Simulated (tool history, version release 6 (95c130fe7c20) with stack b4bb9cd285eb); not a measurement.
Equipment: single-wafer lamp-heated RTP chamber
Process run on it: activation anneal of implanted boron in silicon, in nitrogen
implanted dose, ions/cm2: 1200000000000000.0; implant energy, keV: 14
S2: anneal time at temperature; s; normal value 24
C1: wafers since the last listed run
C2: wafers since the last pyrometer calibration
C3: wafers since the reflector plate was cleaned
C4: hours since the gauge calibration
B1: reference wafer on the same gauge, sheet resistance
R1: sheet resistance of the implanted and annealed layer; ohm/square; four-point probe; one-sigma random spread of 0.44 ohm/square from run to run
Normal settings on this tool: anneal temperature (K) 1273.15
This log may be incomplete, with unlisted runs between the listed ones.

{"run": 1, "hour": 0.0, "anneal temperature (K)": 1292.15, "S2": 13, "C1": 0, "C2": 1049, "C3": 1578, "C4": 677.4, "B1": 102.1, "R1": 108.96}
{"run": 2, "hour": 85.4, "anneal temperature (K)": 1265.15, "S2": 24, "C1": 856, "C2": 1906, "C3": 2435, "C4": 762.8, "B1": 101.98, "R1": 114.16}
{"run": 3, "hour": 127.0, "anneal temperature (K)": 1265.15, "S2": 24, "C1": 417, "C2": 2323, "C3": 2852, "C4": 804.4, "B1": 102.01, "R1": 114.23}
{"run": 4, "hour": 201.4, "anneal temperature (K)": 1273.15, "S2": 20, "C1": 746, "C2": 3070, "C3": 3599, "C4": 878.8, "B1": 101.97, "R1": 112.29}
{"run": 5, "hour": 242.3, "anneal temperature (K)": 1273.15, "S2": 20, "C1": 410, "C2": 3480, "C3": 4009, "C4": 919.7, "B1": 102.09, "R1": 112.97}
{"run": 6, "hour": 340.9, "anneal temperature (K)": 1273.15, "S2": 20, "C1": 989, "C2": 4469, "C3": 4998, "C4": 1018.3, "B1": 102.03, "R1": 112.12}
{"run": 7, "hour": 415.8, "anneal temperature (K)": 1273.15, "S2": 24, "C1": 751, "C2": 5220, "C3": 5749, "C4": 1093.2, "B1": 102.1, "R1": 111.13}
{"run": 8, "hour": 453.4, "anneal temperature (K)": 1273.15, "S2": 24, "C1": 377, "C2": 5597, "C3": 6126, "C4": 1130.8, "B1": 101.93, "R1": 111.16}
{"run": 9, "hour": 494.8, "anneal temperature (K)": 1273.15, "S2": 27, "C1": 415, "C2": 6013, "C3": 6542, "C4": 1172.2, "B1": 102.02, "R1": 110.07}
{"run": 10, "hour": 575.2, "anneal temperature (K)": 1273.15, "S2": 27, "C1": 806, "C2": 6819, "C3": 7348, "C4": 1252.6, "B1": 102.02, "R1": 109.99}
{"hour": 646.2, "done": "pyrometer window cleaned and pyrometer calibrated"}
{"run": 11, "hour": 666.9, "anneal temperature (K)": 1273.15, "S2": 27, "C1": 839, "C2": 207, "C3": 8188, "C4": 1344.3, "B1": 101.95, "R1": 109.73}
{"run": 12, "hour": 706.4, "anneal temperature (K)": 1273.15, "S2": 33, "C1": 396, "C2": 604, "C3": 8584, "C4": 1383.8, "B1": 102.07, "R1": 109.08}
{"hour": 743.8, "done": "reflector plate cleaned"}
{"run": 13, "hour": 986.1, "anneal temperature (K)": 1273.15, "S2": 33, "C1": 2725, "C2": 3329, "C3": 2430, "C4": 1663.5, "B1": 102.02, "R1": 110.62}
{"run": 14, "hour": 1074.8, "anneal temperature (K)": 1273.15, "S2": 33, "C1": 889, "C2": 4219, "C3": 3320, "C4": 1752.2, "B1": 102.06, "R1": 110.09}
{"run": 15, "hour": 1157.1, "anneal temperature (K)": 1273.15, "S2": 24, "C1": 825, "C2": 5044, "C3": 4145, "C4": 1834.5, "B1": 102.02, "R1": 111.67}
{"run": 16, "hour": 1237.4, "anneal temperature (K)": 1281.15, "S2": 24, "C1": 805, "C2": 5850, "C3": 4951, "C4": 1914.8, "B1": 102.05, "R1": 109.29}
{"run": 17, "hour": 1306.7, "anneal temperature (K)": 1255.15, "S2": 33, "C1": 695, "C2": 6545, "C3": 5646, "C4": 1984.1, "B1": 101.96, "R1": 116.27}
{"hour": 1317.7, "done": "pyrometer window cleaned and pyrometer calibrated"}
{"run": 18, "hour": 1394.3, "anneal temperature (K)": 1255.15, "S2": 33, "C1": 798, "C2": 768, "C3": 6444, "C4": 2071.7, "B1": 101.98, "R1": 116.61}
{"run": 19, "hour": 1473.9, "anneal temperature (K)": 1273.15, "S2": 24, "C1": 798, "C2": 1566, "C3": 7243, "C4": 2151.3, "B1": 101.93, "R1": 109.94}
{"run": 20, "hour": 1553.8, "anneal temperature (K)": 1290.15, "S2": 12, "C1": 801, "C2": 2368, "C3": 8044, "C4": 2231.2, "B1": 101.97, "R1": 109.21}
{"run": 21, "hour": 1655.7, "anneal temperature (K)": 1273.15, "S2": 24, "C1": 1022, "C2": 3390, "C3": 9067, "C4": 2333.1, "B1": 101.98, "R1": 109.97}
{"run": 22, "hour": 1703.2, "anneal temperature (K)": 1273.15, "S2": 24, "C1": 476, "C2": 3866, "C3": 9543, "C4": 2380.6, "B1": 102.08, "R1": 108.98}
{"hour": 1813.9, "done": "reflector plate cleaned"}
{"run": 23, "hour": 1814.4, "anneal temperature (K)": 1281.15, "S2": 12, "C1": 1035, "C2": 4902, "C3": 4, "C4": 2491.8, "B1": 102.12, "R1": 111.57}
{"hour": 1832.0, "done": "gauge calibrated"}
{"run": 24, "hour": 1846.7, "anneal temperature (K)": 1285.15, "S2": 15, "C1": 324, "C2": 5226, "C3": 328, "C4": 14.7, "B1": 101.92, "R1": 110.03}
{"hour": 1997.7, "done": "pyrometer window cleaned and pyrometer calibrated"}
{"run": 25, "hour": 2153.1, "anneal temperature (K)": 1263.15, "S2": 28, "C1": 2993, "C2": 1558, "C3": 3322, "C4": 321.1, "B1": 102.01, "R1": 114.51}
{"run": 26, "hour": 2207.7, "anneal temperature (K)": 1292.15, "S2": 33, "C1": 547, "C2": 2106, "C3": 3869, "C4": 375.7, "B1": 102.07, "R1": 106.54}
{"run": 27, "hour": 2280.2, "anneal temperature (K)": 1273.15, "S2": 15, "C1": 727, "C2": 2833, "C3": 4597, "C4": 448.2, "B1": 102.02, "R1": 113.37}
{"run": 28, "hour": 2366.7, "anneal temperature (K)": 1273.15, "S2": 31, "C1": 867, "C2": 3701, "C3": 5464, "C4": 534.7, "B1": 101.97, "R1": 111.48}
{"run": 29, "hour": 2455.3, "anneal temperature (K)": 1273.15, "S2": 24, "C1": 888, "C2": 4590, "C3": 6353, "C4": 623.3, "B1": 101.98, "R1": 111.58}
{"hour": 2747.4, "done": "pyrometer window cleaned and pyrometer calibrated"}
{"hour": 2747.7, "done": "reflector plate cleaned"}
{"run": 30, "hour": 2748.2, "anneal temperature (K)": 1256.15, "S2": 24, "C1": 2855, "C2": 5, "C3": 5, "C4": 916.2, "B1": 101.94, "R1": 119.28}
{"run": 31, "hour": 2819.5, "anneal temperature (K)": 1284.15, "S2": 20, "C1": 715, "C2": 720, "C3": 720, "C4": 987.5, "B1": 102, "R1": 109.37}
{"run": 32, "hour": 2909.0, "anneal temperature (K)": 1273.15, "S2": 24, "C1": 897, "C2": 1618, "C3": 1618, "C4": 1077, "B1": 102.06, "R1": 112.62}

Across each entry between runs, compare the hidden state at the last listed run before it with the hidden state at the first listed run after it:
Runs 10 to 11: pyrometer window cleaned and pyrometer calibrated (hour 646.2)
  wafer temperature error from the tarnished reflector plate, K: 4.54 -> 5.59
  measured minus no-state result, R1: -1.33 -> -1.6 ohm/square
Runs 12 to 13: reflector plate cleaned (hour 743.8)
  wafer temperature error from the tarnished reflector plate, K: 6.07 -> 1.03
  measured minus no-state result, R1: -1.64 -> -0.3 ohm/square
Runs 17 to 18: pyrometer window cleaned and pyrometer calibrated (hour 1317.7)
  wafer temperature error from the tarnished reflector plate, K: 2.9 -> 3.67
  measured minus no-state result, R1: -1.51 -> -1.89 ohm/square
Runs 22 to 23: reflector plate cleaned (hour 1813.9)
  wafer temperature error from the tarnished reflector plate, K: 7.27 -> 0.281
  measured minus no-state result, R1: -2.09 -> -0.09 ohm/square
Runs 23 to 24: gauge calibrated (hour 1832)
  wafer temperature error from the tarnished reflector plate, K: 0.281 -> 0.289
  measured minus no-state result, R1: -0.09 -> -0.07 ohm/square
Runs 24 to 25: pyrometer window cleaned and pyrometer calibrated (hour 1997.7)
  wafer temperature error from the tarnished reflector plate, K: 0.289 -> 1.12
  measured minus no-state result, R1: -0.07 -> -0.49 ohm/square
Runs 29 to 30: pyrometer window cleaned and pyrometer calibrated (hour 2747.4); reflector plate cleaned (hour 2747.7)
  wafer temperature error from the tarnished reflector plate, K: 3.26 -> 0.353
  measured minus no-state result, R1: -1.02 -> -0.21 ohm/square
